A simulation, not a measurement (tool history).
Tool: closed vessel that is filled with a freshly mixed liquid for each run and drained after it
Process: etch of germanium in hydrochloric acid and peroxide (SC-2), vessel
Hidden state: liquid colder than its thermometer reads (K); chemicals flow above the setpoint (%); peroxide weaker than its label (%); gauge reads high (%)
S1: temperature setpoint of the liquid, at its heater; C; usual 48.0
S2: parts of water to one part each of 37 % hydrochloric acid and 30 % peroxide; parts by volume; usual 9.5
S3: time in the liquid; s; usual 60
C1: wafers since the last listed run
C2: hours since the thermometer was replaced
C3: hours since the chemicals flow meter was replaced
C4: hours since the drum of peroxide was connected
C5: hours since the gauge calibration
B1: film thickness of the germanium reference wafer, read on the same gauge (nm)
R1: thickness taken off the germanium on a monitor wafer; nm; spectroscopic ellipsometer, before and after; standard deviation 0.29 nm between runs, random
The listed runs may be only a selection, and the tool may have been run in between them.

| run | hour | S1 | S2 | S3 | C1 | C2 | C3 | C4 | C5 | B1 | R1 |
|---|---|---|---|---|---|---|---|---|---|---|---|
| 1 | 0.0 | 48.0 | 9.5 | 60 | 0 | 2877.4 | 547.3 | 1048.6 | 298.5 | 29.98 | 90.95 |
| 2 | 25.9 | 55.0 | 9.5 | 60 | 2975 | 2903.3 | 573.2 | 1074.5 | 324.4 | 29.98 | 114.52 |
|  | 74.5 | gauge calibrated |
| 3 | 102.8 | 55.0 | 9.5 | 60 | 8834 | 2980.2 | 650.1 | 1151.4 | 28.3 | 30.02 | 113.33 |
| 4 | 115.7 | 55.0 | 9.5 | 60 | 1482 | 2993.1 | 663.0 | 1164.3 | 41.2 | 30.01 | 114.05 |
| 5 | 167.2 | 48.0 | 9.5 | 60 | 5916 | 3044.6 | 714.5 | 1215.8 | 92.7 | 30.00 | 90.79 |
|  | 168.8 | thermometer replaced |
| 6 | 199.9 | 48.0 | 9.5 | 60 | 3641 | 31.1 | 747.2 | 1248.5 | 125.4 | 30.02 | 99.26 |
| 7 | 229.2 | 45.5 | 9.5 | 60 | 3366 | 60.4 | 776.5 | 1277.8 | 154.7 | 30.00 | 91.15 |
| 8 | 244.6 | 48.0 | 9.5 | 85 | 1769 | 75.8 | 791.9 | 1293.2 | 170.1 | 30.04 | 140.68 |
| 9 | 274.3 | 52.5 | 7.0 | 90 | 3412 | 105.5 | 821.6 | 1322.9 | 199.8 | 29.96 | 174.01 |
|  | 291.3 | new drum of peroxide connected |
| 10 | 339.0 | 53.0 | 7.5 | 60 | 7318 | 170.2 | 886.3 | 47.7 | 264.5 | 30.05 | 118.27 |
| 11 | 355.2 | 55.0 | 6.0 | 70 | 1861 | 186.4 | 902.5 | 63.9 | 280.7 | 29.98 | 148.16 |

Run 12 is up next; what results do you expect?
|  | 374.9 | gauge calibrated |
|  | 378.1 | chemicals flow meter replaced |
| 12 | 438.7 | 48.0 | 14.0 | 40 | 9478 | 269.9 | 60.6 | 147.4 | 63.8 | ? | ? |

B1: 29.98
R1: 62.75 nm
Minus the tool's unlogged condition, the same run would have read R1 63.82 nm.

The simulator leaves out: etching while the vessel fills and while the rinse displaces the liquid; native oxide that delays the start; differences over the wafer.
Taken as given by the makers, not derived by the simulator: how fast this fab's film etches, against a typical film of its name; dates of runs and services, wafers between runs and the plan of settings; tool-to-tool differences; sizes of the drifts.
